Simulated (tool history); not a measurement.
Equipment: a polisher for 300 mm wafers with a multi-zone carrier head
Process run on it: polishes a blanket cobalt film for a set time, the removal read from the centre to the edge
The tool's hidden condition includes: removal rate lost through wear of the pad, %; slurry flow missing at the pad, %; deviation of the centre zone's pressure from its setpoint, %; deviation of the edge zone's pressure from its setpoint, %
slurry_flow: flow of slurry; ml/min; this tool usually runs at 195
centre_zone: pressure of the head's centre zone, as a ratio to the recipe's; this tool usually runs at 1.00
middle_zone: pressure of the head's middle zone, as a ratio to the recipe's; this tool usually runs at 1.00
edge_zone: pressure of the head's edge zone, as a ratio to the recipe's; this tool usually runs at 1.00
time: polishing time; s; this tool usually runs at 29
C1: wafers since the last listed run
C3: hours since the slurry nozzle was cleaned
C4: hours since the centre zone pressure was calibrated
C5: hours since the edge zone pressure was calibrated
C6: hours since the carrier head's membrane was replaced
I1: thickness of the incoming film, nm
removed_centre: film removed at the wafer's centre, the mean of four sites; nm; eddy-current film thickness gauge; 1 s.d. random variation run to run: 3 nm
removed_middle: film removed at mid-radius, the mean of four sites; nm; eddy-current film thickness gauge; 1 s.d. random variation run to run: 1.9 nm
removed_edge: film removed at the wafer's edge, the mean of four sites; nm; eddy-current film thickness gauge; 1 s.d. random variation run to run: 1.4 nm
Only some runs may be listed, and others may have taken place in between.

Run 1, hour 0.0: usual settings but slurry_flow 235 ml/min, edge_zone 1.08, time 33 s; C1 0; wafers polished on this pad 4946; C3 110.5; C4 398.8; C5 965.8; C6 349.2; I1 621.3. Result: removed_centre 249.5 nm, removed_middle 245.8 nm, removed_edge 248.1 nm.
At hour 22.9: edge zone pressure recalibrated.
Run 2, hour 67.0: usual settings but slurry_flow 230 ml/min, edge_zone 0.91, time 22 s; C1 871; wafers polished on this pad 5818; C3 177.5; C4 465.8; C5 44.1; C6 416.2; I1 636.5. Result: removed_centre 162.7 nm, removed_middle 160.3 nm, removed_edge 152.4 nm.
At hour 74.0: centre zone pressure recalibrated.
At hour 97.0: worn pad replaced by a new one.
Run 3, hour 120.9: usual settings; C1 642; wafers polished on this pad 320; C3 231.4; C4 46.9; C5 98.0; C6 470.1; I1 630.1. Result: removed_centre 208.6 nm, removed_middle 206.1 nm, removed_edge 203.7 nm.
Run 4, hour 183.3: usual settings; C1 836; wafers polished on this pad 1156; C3 293.8; C4 109.3; C5 160.4; C6 532.5; I1 626.3. Result: removed_centre 205.2 nm, removed_middle 208.1 nm, removed_edge 204.1 nm.
Run 5, hour 217.9: usual settings but centre_zone 1.08, edge_zone 1.08; C1 463; wafers polished on this pad 1620; C3 328.4; C4 143.9; C5 195.0; C6 567.1; I1 629.8. Result: removed_centre 220.2 nm, removed_middle 203.0 nm, removed_edge 213.5 nm.
Run 6, hour 245.1: usual settings but centre_zone 0.90, middle_zone 1.10, time 38 s; C1 364; wafers polished on this pad 1985; C3 355.6; C4 171.1; C5 222.2; C6 594.3; I1 632.2. Result: removed_centre 244.7 nm, removed_middle 288.9 nm, removed_edge 267.8 nm.
Run 7, hour 300.4: usual settings but centre_zone 1.11; C1 741; wafers polished on this pad 2726; C3 410.9; C4 226.4; C5 277.5; C6 649.6; I1 641.4. Result: removed_centre 230.2 nm, removed_middle 202.6 nm, removed_edge 203.2 nm.
Run 8, hour 353.0: usual settings but centre_zone 1.08, middle_zone 1.03; C1 705; wafers polished on this pad 3431; C3 463.5; C4 279.0; C5 330.1; C6 702.2; I1 621.1. Result: removed_centre 220.5 nm, removed_middle 209.0 nm, removed_edge 203.1 nm.
Run 9, hour 379.4: usual settings but slurry_flow 215 ml/min, centre_zone 0.88, edge_zone 0.89; C1 353; wafers polished on this pad 3785; C3 489.9; C4 305.4; C5 356.5; C6 728.6; I1 627.9. Result: removed_centre 190.1 nm, removed_middle 207.4 nm, removed_edge 196.4 nm.
At hour 411.6: slurry nozzle cleaned.
At hour 473.4: centre zone pressure recalibrated.
At hour 481.0: worn pad replaced by a new one.
Run 10, hour 560.0: usual settings but slurry_flow 245 ml/min, centre_zone 0.90, middle_zone 1.04, time 37 s; C1 2327; wafers polished on this pad 1058; C3 148.4; C4 86.6; C5 537.1; C6 909.2; I1 635.4. Result: removed_centre 259.2 nm, removed_middle 285.3 nm, removed_edge 267.8 nm.
Run 11, hour 600.3: usual settings but slurry_flow 225 ml/min, centre_zone 0.91, time 32 s; C1 540; wafers polished on this pad 1599; C3 188.7; C4 126.9; C5 577.4; C6 949.5; I1 632.5. Result: removed_centre 217.4 nm, removed_middle 236.1 nm, removed_edge 232.6 nm.
Run 12, hour 659.0: usual settings but middle_zone 0.91, edge_zone 0.89; C1 786; wafers polished on this pad 2386; C3 247.4; C4 185.6; C5 636.1; C6 1008.2; I1 633.1. Result: removed_centre 204.3 nm, removed_middle 188.5 nm, removed_edge 193.5 nm.
Run 13, hour 730.8: usual settings but edge_zone 1.03; C1 962; wafers polished on this pad 3348; C3 319.2; C4 257.4; C5 707.9; C6 1080.0; I1 633.3. Result: removed_centre 210.6 nm, removed_middle 202.9 nm, removed_edge 205.6 nm.
Run 14, hour 761.2: usual settings; C1 407; wafers polished on this pad 3756; C3 349.6; C4 287.8; C5 738.3; C6 1110.4; I1 629.9. Result: removed_centre 209.5 nm, removed_middle 205.9 nm, removed_edge 204.7 nm.
Run 15, hour 800.3: usual settings but slurry_flow 135 ml/min, centre_zone 0.91, middle_zone 1.04, time 25 s; C1 524; wafers polished on this pad 4280; C3 388.7; C4 326.9; C5 777.4; C6 1149.5; I1 630.6. Result: removed_centre 147.8 nm, removed_middle 165.1 nm, removed_edge 163.7 nm.
Run 16, hour 837.9: usual settings but slurry_flow 170 ml/min, middle_zone 0.90, time 23 s; C1 504; wafers polished on this pad 4784; C3 426.3; C4 364.5; C5 815.0; C6 1187.1; I1 617.9. Result: removed_centre 160.5 nm, removed_middle 141.9 nm, removed_edge 157.2 nm.
At hour 842.5: edge zone pressure recalibrated.
At hour 860.1: slurry nozzle cleaned.
At hour 891.4: worn pad replaced by a new one.
Run 17, hour 893.6: usual settings but edge_zone 0.96; C1 652; wafers polished on this pad 28; C3 33.5; C4 420.2; C5 51.1; C6 1242.8; I1 639.3. Result: removed_centre 214.5 nm, removed_middle 210.8 nm, removed_edge 204.6 nm.
Run 18, hour 926.2: usual settings but edge_zone 1.03; C1 437; wafers polished on this pad 466; C3 66.1; C4 452.8; C5 83.7; C6 1275.4; I1 638.6. Result: removed_centre 216.2 nm, removed_middle 209.8 nm, removed_edge 213.8 nm.
At hour 936.1: centre zone pressure recalibrated.
Run 19, hour 983.9: usual settings; C1 746; wafers polished on this pad 1212; C3 123.8; C4 47.8; C5 141.4; C6 1333.1; I1 642.1. Result: removed_centre 211.6 nm, removed_middle 209.4 nm, removed_edge 205.5 nm.
Run 20, hour 1023.9: usual settings; C1 536; wafers polished on this pad 1748; C3 163.8; C4 87.8; C5 181.4; C6 1373.1; I1 625.5. Result: removed_centre 210.9 nm, removed_middle 203.3 nm, removed_edge 207.9 nm.
Run 21, hour 1051.6: usual settings but centre_zone 1.11; C1 371; wafers polished on this pad 2120; C3 191.5; C4 115.5; C5 209.1; C6 1400.8; I1 625.8. Result: removed_centre 223.0 nm, removed_middle 204.2 nm, removed_edge 202.3 nm.

For some of the steps in removed_centre from one run to the next: how much would appear even if the tool had no hidden state, given the settings, what came in and random variation, and how much remains for the hidden state plus any gauge scatter that the measured result and the result without hidden state don't share?
Run 1 -> 2: slurry_flow 235 -> 230, edge_zone 1.08 -> 0.91, time 33 -> 22, edge zone pressure recalibrated. removed_centre -86.8 nm: hidden state +0.6, all else -87.4.
Run 2 -> 3: slurry_flow 230 -> 195, edge_zone 0.91 -> 1.00, time 22 -> 29, centre zone pressure recalibrated, worn pad replaced by a new one. removed_centre +45.9 nm: hidden state -4.6, all else +50.5.
Run 9 -> 10: slurry_flow 215 -> 245, centre_zone 0.88 -> 0.90, middle_zone 1.00 -> 1.04, edge_zone 0.89 -> 1.00, time 29 -> 37, slurry nozzle cleaned, centre zone pressure recalibrated, worn pad replaced by a new one. removed_centre +69.1 nm: hidden state +3.3, all else +65.8.
Run 16 -> 17: slurry_flow 170 -> 195, middle_zone 0.90 -> 1.00, edge_zone 1.00 -> 0.96, time 23 -> 29, edge zone pressure recalibrated, slurry nozzle cleaned, worn pad replaced by a new one. removed_centre +54.0 nm: hidden state +8.0, all else +46.0.

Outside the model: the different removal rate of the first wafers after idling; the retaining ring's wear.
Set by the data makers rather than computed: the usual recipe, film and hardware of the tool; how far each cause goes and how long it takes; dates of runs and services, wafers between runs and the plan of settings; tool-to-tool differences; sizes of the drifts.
